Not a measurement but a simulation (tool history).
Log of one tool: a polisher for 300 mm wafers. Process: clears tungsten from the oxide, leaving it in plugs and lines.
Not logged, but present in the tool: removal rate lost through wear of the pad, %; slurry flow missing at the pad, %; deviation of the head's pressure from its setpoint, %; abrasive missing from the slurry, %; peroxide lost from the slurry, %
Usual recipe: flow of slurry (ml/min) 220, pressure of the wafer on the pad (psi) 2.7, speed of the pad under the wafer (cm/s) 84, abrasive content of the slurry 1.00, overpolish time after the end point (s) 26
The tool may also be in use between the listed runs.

run,hour,flow of slurry (ml/min),pressure of the wafer on the pad (psi),speed of the pad under the wafer (cm/s),abrasive content of the slurry,overpolish time after the end point (s),wafers since the last listed run,wafers polished on this pad,hours since the slurry nozzle was cleaned,hours since the head pressure was calibrated,hours since the slurry blender was calibrated,hours since the slurry got fresh peroxide,"incoming thickness of the incoming film, nm",time until the end point was called (s)
1,0.0,220,2.7,84,1.00,26,0,3257,221.7,20.0,222.5,295.7,197.8,84.8
# hour 31.6: worn pad replaced by a new one
2,85.8,220,2.7,84,1.00,26,639,423,307.5,105.8,308.3,381.5,200.9,85.9
# hour 112.0: slurry tank refilled with fresh slurry and peroxide
# hour 179.7: slurry blender recalibrated
3,188.5,220,2.7,84,1.00,26,779,1203,410.2,208.5,8.8,76.5,200.4,85.7
# hour 210.2: slurry nozzle cleaned
4,342.5,220,2.7,84,1.00,26,1196,2399,132.3,362.5,162.8,230.5,199.2,83.0
5,382.3,220,2.7,84,1.00,26,311,2710,172.1,402.3,202.6,270.3,200.2,82.5
6,419.9,220,2.3,84,1.00,26,293,3004,209.7,439.9,240.2,307.9,201.4,98.9
# hour 476.4: worn pad replaced by a new one
7,485.3,220,2.7,84,1.00,26,479,69,275.1,505.3,305.6,373.3,201.2,83.9
# hour 520.5: slurry tank refilled with fresh slurry and peroxide
8,572.1,220,2.7,84,1.00,26,670,740,361.9,592.1,392.4,51.6,199.1,82.2
# hour 629.6: slurry nozzle cleaned
# hour 641.2: slurry blender recalibrated
9,818.9,220,2.7,84,1.00,26,1905,2646,189.3,838.9,177.7,298.4,200.4,81.9
# hour 835.8: worn pad replaced by a new one
10,921.0,200,2.7,84,1.00,16,766,665,291.4,941.0,279.8,400.5,203.6,84.6
# hour 956.3: slurry tank refilled with fresh slurry and peroxide
# hour 973.1: head pressure recalibrated
# hour 986.5: slurry nozzle cleaned
# hour 1063.4: slurry blender recalibrated
11,1071.7,200,2.7,84,1.00,16,1131,1797,85.2,98.6,8.3,115.4,202.8,87.8
12,1142.6,200,2.7,84,1.00,16,554,2351,156.1,169.5,79.2,186.3,200.3,86.5
# hour 1249.6: worn pad replaced by a new one
13,1250.1,220,2.7,84,1.00,26,809,4,263.6,277.0,186.7,293.8,197.7,82.8
14,1288.2,220,2.2,100,1.00,26,297,302,301.7,315.1,224.8,331.9,199.8,91.8
# hour 1313.8: slurry tank refilled with fresh slurry and peroxide
15,1326.0,190,2.0,108,1.15,26,287,589,339.5,352.9,262.6,12.2,199.1,93.6
# hour 1348.8: slurry nozzle cleaned
16,1401.5,260,2.7,72,0.85,26,582,1172,52.7,428.4,338.1,87.7,202.1,95.9
# hour 1418.3: slurry blender recalibrated
17,1474.6,220,3.2,114,1.00,26,555,1727,125.8,501.5,56.3,160.8,198.4,56.4
18,1554.9,220,3.6,84,1.00,34,627,2355,206.1,581.8,136.6,241.1,203.0,63.1
# hour 1608.2: worn pad replaced by a new one
19,1608.7,220,2.7,84,1.00,26,389,3,259.9,635.6,190.4,294.9,202.4,83.6

Predict the results of run 20:
# hour 1751.4: slurry nozzle cleaned
# hour 1771.6: slurry tank refilled with fresh slurry and peroxide
20,1799.6,170,2.7,84,1.00,26,1476,1480,48.2,826.5,381.3,28.0,196.6,?

time until the end point was called (s): 84.4
Minus the tool's unlogged condition, the same run would have read time until the end point was called (s) 88.4.
